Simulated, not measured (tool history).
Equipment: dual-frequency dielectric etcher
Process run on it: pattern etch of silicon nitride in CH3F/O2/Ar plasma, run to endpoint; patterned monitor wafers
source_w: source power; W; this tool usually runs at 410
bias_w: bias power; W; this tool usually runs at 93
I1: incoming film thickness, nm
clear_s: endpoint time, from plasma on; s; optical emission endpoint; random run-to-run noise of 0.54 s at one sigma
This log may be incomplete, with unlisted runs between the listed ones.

Run 1, hour 0.0: usual settings; I1 53.2. Result: clear_s 75.1 s.
Run 2, hour 15.4: usual settings; I1 53.2. Result: clear_s 74.4 s.
Run 3, hour 31.3: usual settings; I1 53.4. Result: clear_s 75.1 s.
Run 4, hour 65.5: usual settings; I1 53.5. Result: clear_s 75.6 s.
Run 5, hour 95.1: usual settings but bias_w 104 W; I1 53.2. Result: clear_s 74.0 s.
Run 6, hour 122.4: usual settings but bias_w 104 W; I1 53.5. Result: clear_s 74.6 s.
Run 7, hour 140.4: usual settings but bias_w 104 W; I1 53.6. Result: clear_s 74.6 s.
At hour 168.4: wet clean of the chamber.
Run 8, hour 173.7: usual settings; I1 53.3. Result: clear_s 72.3 s.
Run 9, hour 201.9: usual settings; I1 53.9. Result: clear_s 72.9 s.
Run 10, hour 224.5: usual settings; I1 53.4. Result: clear_s 72.4 s.
Run 11, hour 247.9: usual settings; I1 53.7. Result: clear_s 73.2 s.
Run 12, hour 264.4: usual settings but bias_w 88 W; I1 53.8. Result: clear_s 75.2 s.
Run 13, hour 296.2: usual settings but bias_w 88 W; I1 53.2. Result: clear_s 74.4 s.
Run 14, hour 321.2: usual settings but source_w 370 W, bias_w 103 W; I1 53.1. Result: clear_s 74.0 s.
Run 15, hour 355.9: usual settings but source_w 370 W, bias_w 103 W; I1 53.5. Result: clear_s 75.7 s.
Run 16, hour 373.9: usual settings but source_w 430 W; I1 53.8. Result: clear_s 74.0 s.
Run 17, hour 400.1: usual settings but source_w 470 W, bias_w 101 W; I1 53.4. Result: clear_s 69.6 s.
Run 18, hour 449.8: usual settings but bias_w 112 W; I1 53.7. Result: clear_s 72.5 s.
Run 19, hour 485.0: usual settings but source_w 480 W, bias_w 104 W; I1 53.5. Result: clear_s 69.7 s.
At hour 501.7: bias power generator calibrated.
Run 20, hour 506.6: usual settings; I1 53.5. Result: clear_s 75.0 s.
At hour 533.8: upper electrode replaced.
At hour 551.5: wet clean of the chamber.
Run 21, hour 552.0: usual settings but source_w 480 W, bias_w 78 W; I1 53.6. Result: clear_s 70.2 s.
Run 22, hour 640.4: usual settings; I1 53.9. Result: clear_s 73.8 s.
Run 23, hour 670.4: usual settings; I1 53.0. Result: clear_s 72.0 s.

Predict the results of run 24:
At hour 696.5: source power generator calibrated.
Run 24, hour 697.0: usual settings; I1 53.5. Result: clear_s ?.

For run 24 the tool returned clear_s 73.4 s.
Were there no unlogged condition in the tool, this run, its random variation unchanged, would have produced clear_s 72.4 s.

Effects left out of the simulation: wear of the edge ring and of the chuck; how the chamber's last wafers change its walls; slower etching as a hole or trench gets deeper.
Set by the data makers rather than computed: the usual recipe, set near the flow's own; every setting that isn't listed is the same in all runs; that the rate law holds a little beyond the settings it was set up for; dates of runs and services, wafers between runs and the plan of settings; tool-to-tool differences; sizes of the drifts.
